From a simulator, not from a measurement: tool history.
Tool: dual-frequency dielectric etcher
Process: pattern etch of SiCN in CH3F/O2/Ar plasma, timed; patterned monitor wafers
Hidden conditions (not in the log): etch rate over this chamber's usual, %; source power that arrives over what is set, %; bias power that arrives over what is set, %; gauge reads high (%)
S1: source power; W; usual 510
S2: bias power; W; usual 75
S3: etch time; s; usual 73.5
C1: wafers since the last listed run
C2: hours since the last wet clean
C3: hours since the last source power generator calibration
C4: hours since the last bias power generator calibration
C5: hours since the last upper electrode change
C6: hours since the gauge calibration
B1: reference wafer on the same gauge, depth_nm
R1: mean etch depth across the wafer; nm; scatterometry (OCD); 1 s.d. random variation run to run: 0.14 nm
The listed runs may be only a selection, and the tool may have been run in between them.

run 1 hour=0.0 | S1=510 S2=79 S3=59.5 | C1=0 C2=558.8 C3=2245.8 C4=2538.0 C5=2444.8 C6=40.1 | B1=33.59 | R1=27.04
run 2 hour=16.6 | S1=510 S2=79 S3=59.5 | C1=222 C2=575.4 C3=2262.4 C4=2554.6 C5=2461.4 C6=56.7 | B1=33.65 | R1=26.94
run 3 hour=33.8 | S1=510 S2=79 S3=59.5 | C1=230 C2=592.6 C3=2279.6 C4=2571.8 C5=2478.6 C6=73.9 | B1=33.61 | R1=27.13
run 4 hour=39.8 | S1=510 S2=75 S3=73.5 | C1=80 C2=598.6 C3=2285.6 C4=2577.8 C5=2484.6 C6=79.9 | B1=33.59 | R1=32.71
run 5 hour=50.2 | S1=510 S2=82 S3=73.5 | C1=139 C2=609.0 C3=2296.0 C4=2588.2 C5=2495.0 C6=90.3 | B1=33.57 | R1=33.87
run 6 hour=59.7 | S1=510 S2=82 S3=73.5 | C1=127 C2=618.5 C3=2305.5 C4=2597.7 C5=2504.5 C6=99.8 | B1=33.60 | R1=33.34
-- hour=85.8 wet clean of the chamber
-- hour=87.2 source power generator calibrated
run 7 hour=87.7 | S1=510 S2=82 S3=73.5 | C1=35 C2=1.9 C3=0.5 C4=2625.7 C5=2532.5 C6=127.8 | B1=33.60 | R1=35.38
run 8 hour=88.0 | S1=510 S2=79 S3=65.5 | C1=4 C2=2.2 C3=0.8 C4=2626.0 C5=2532.8 C6=128.1 | B1=33.63 | R1=31.11
run 9 hour=95.8 | S1=510 S2=75 S3=73.5 | C1=104 C2=10.0 C3=8.6 C4=2633.8 C5=2540.6 C6=135.9 | B1=33.60 | R1=34.56
run 10 hour=106.4 | S1=570 S2=59 S3=65.0 | C1=142 C2=20.6 C3=19.2 C4=2644.4 C5=2551.2 C6=146.5 | B1=33.60 | R1=28.98
-- hour=112.5 bias power generator calibrated
-- hour=119.4 gauge calibrated
-- hour=145.1 upper electrode replaced
run 11 hour=145.6 | S1=640 S2=91 S3=73.5 | C1=150 C2=59.8 C3=58.4 C4=33.1 C5=0.5 C6=26.2 | B1=33.57 | R1=39.14
run 12 hour=146.0 | S1=510 S2=86 S3=73.5 | C1=5 C2=60.2 C3=58.8 C4=33.5 C5=0.9 C6=26.6 | B1=33.59 | R1=35.81
run 13 hour=151.4 | S1=510 S2=75 S3=73.5 | C1=72 C2=65.6 C3=64.2 C4=38.9 C5=6.3 C6=32.0 | B1=33.61 | R1=34.22
run 14 hour=164.8 | S1=580 S2=90 S3=52.0 | C1=179 C2=79.0 C3=77.6 C4=52.3 C5=19.7 C6=45.4 | B1=33.57 | R1=26.62
run 15 hour=176.6 | S1=510 S2=88 S3=66.5 | C1=158 C2=90.8 C3=89.4 C4=64.1 C5=31.5 C6=57.2 | B1=33.61 | R1=32.81
run 16 hour=188.4 | S1=510 S2=75 S3=83.5 | C1=158 C2=102.6 C3=101.2 C4=75.9 C5=43.3 C6=69.0 | B1=33.59 | R1=38.59
run 17 hour=206.4 | S1=630 S2=75 S3=94.5 | C1=241 C2=120.6 C3=119.2 C4=93.9 C5=61.3 C6=87.0 | B1=33.55 | R1=46.53
run 18 hour=222.2 | S1=510 S2=75 S3=73.5 | C1=211 C2=136.4 C3=135.0 C4=109.7 C5=77.1 C6=102.8 | B1=33.63 | R1=34.07

Predict each of these 4 candidate next runs independently; none follows another, all start after run 18:
run A hour=222.6 | S1=510 S2=75 S3=73.5 | C1=5 C2=136.8 C3=135.4 C4=110.1 C5=77.5 C6=103.2 | B1=? | R1=?
run B hour=222.6 | S1=510 S2=75 S3=67.5 | C1=5 C2=136.8 C3=135.4 C4=110.1 C5=77.5 C6=103.2 | B1=? | R1=?
run C hour=222.6 | S1=610 S2=85 S3=92.0 | C1=5 C2=136.8 C3=135.4 C4=110.1 C5=77.5 C6=103.2 | B1=? | R1=?
run D hour=222.6 | S1=510 S2=85 S3=63.5 | C1=5 C2=136.8 C3=135.4 C4=110.1 C5=77.5 C6=103.2 | B1=? | R1=?

run=A B1=33.59 R1=33.94
run=B B1=33.59 R1=31.17
run=C B1=33.59 R1=46.56
run=D B1=33.59 R1=30.60
Had the tool no hidden state, the same runs would have come out as:
run=A R1=34.26
run=B R1=31.46
run=C R1=47.00
run=D R1=30.89
